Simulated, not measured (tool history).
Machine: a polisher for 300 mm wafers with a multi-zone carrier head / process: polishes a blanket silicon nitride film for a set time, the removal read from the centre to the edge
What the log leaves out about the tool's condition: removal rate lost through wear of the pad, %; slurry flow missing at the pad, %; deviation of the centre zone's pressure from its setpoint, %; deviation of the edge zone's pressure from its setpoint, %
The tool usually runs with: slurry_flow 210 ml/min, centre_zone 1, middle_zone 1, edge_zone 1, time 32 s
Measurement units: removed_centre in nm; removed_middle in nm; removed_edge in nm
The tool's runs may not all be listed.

run,day,slurry_flow,centre_zone,middle_zone,edge_zone,time,wafers since the last listed run,wafers polished on this pad,hours since the slurry nozzle was cleaned,hours since the centre zone pressure was calibrated,hours since the edge zone pressure was calibrated,hours since the carrier head's membrane was replaced,"incoming thickness of the incoming film, nm",removed_centre,removed_middle,removed_edge
1,0,195,1,0.94,1,32,0,265,254.4,882,1288.3,625.3,456.1,56.8,54.7,57
2,0.533,210,1,1,1.09,32,151,417,267.2,894.8,1301.1,638.1,447.1,57.6,57.9,58
3,0.929,210,1,1,1.09,32,112,529,276.7,904.3,1310.6,647.6,458.8,56.8,56.4,57.9
# day 1.425: worn pad replaced by a new one, repeated, since the last time left the tool worse
# day 1.679: carrier head's membrane replaced by a new one
4,1.7,210,0.91,1,1,32,112,19,295.2,922.8,1329.1,0.5,455.1,59.4,65.5,66.3
# day 1.908: centre zone pressure recalibrated
5,1.929,210,0.91,1,1,32,41,60,300.7,0.5,1334.6,6,447.7,59.4,66.3,65
6,2.517,210,0.91,1,1,32,167,227,314.8,14.6,1348.7,20.1,453.6,58.2,64.9,62.1
7,3.171,210,0.93,1,0.95,32,186,413,330.5,30.3,1364.4,35.8,457,59.6,63.8,62.1
8,3.571,210,1,0.91,1,23,113,527,340.1,39.9,1374,45.4,448.3,45.3,43.5,44
# day 4.567: edge zone pressure recalibrated
# day 5.104: worn pad replaced by a new one
9,5.225,210,1,1,1,32,399,34,379.8,79.6,15.8,85.1,451.9,67,67.3,65.2
10,5.721,210,1.06,1,1,32,140,175,391.7,91.5,27.7,97,450.5,69.3,65.8,64.7
11,6.167,210,1,1,1,32,126,302,402.4,102.2,38.4,107.7,446.2,64.8,64.5,62.8
12,6.846,210,1,1,1,32,193,495,418.7,118.5,54.7,124,442.4,64.6,64.7,61.8
13,7.571,210,1,1,1,27,206,701,436.1,135.9,72.1,141.4,450.6,53.1,53.9,52.6
14,8.096,210,1,0.88,1,38,149,850,448.7,148.5,84.7,154,450.9,76.3,67.5,74.7
# day 8.575: worn pad replaced by a new one
15,8.596,210,1,1,1,28,94,6,460.7,160.5,96.7,166,445.1,59.3,58.1,57.7
# day 8.821: slurry nozzle cleaned
16,10.021,210,1,1.1,1,32,393,399,28.8,194.7,130.9,200.2,451.8,64.7,67.3,63.2
17,10.712,210,1.06,1,0.89,32,196,596,45.4,211.3,147.5,216.8,453.8,68,63.9,60.5
18,11.146,210,0.97,1,1,32,123,719,55.8,221.7,157.9,227.2,441.3,61.2,64.7,62.1
19,11.462,160,1,1,1,29,90,809,63.4,229.3,165.5,234.8,453.6,55.2,55.5,55.7
20,11.996,210,1,0.91,1,32,151,961,76.2,242.1,178.3,247.6,445.1,64.1,59.7,63.1
# day 12.271: worn pad replaced by a new one
21,12.454,210,1,1,1,32,82,51,87.2,253.1,189.3,258.6,450.5,65.2,66.1,64

Predict each of these 5 candidate next runs independently; none follows another, all start after run 21:
A,12.471,210,1,1,0.96,32,4,56,87.6,253.5,189.7,259,449.2,?,?,?
B,12.471,210,1,1,0.89,42,4,56,87.6,253.5,189.7,259,449.2,?,?,?
C,12.471,210,1,1,0.89,29,4,56,87.6,253.5,189.7,259,449.2,?,?,?
D,12.471,230,1,0.89,1.08,32,4,56,87.6,253.5,189.7,259,449.2,?,?,?
E,12.471,210,1,1.03,1,36,4,56,87.6,253.5,189.7,259,449.2,?,?,?

run,removed_centre,removed_middle,removed_edge
A,66.4,66.2,62.1
B,87.1,86.9,79.7
C,60.2,60,55
D,67.3,62.3,65.1
E,74.7,75.9,70.7
What these runs would have given with no unlogged condition in the tool:
run,removed_centre,removed_middle,removed_edge
A,67.9,67.7,63.4
B,89.1,88.8,81.5
C,61.5,61.3,56.3
D,68.8,63.7,66.5
E,76.3,77.6,72.2
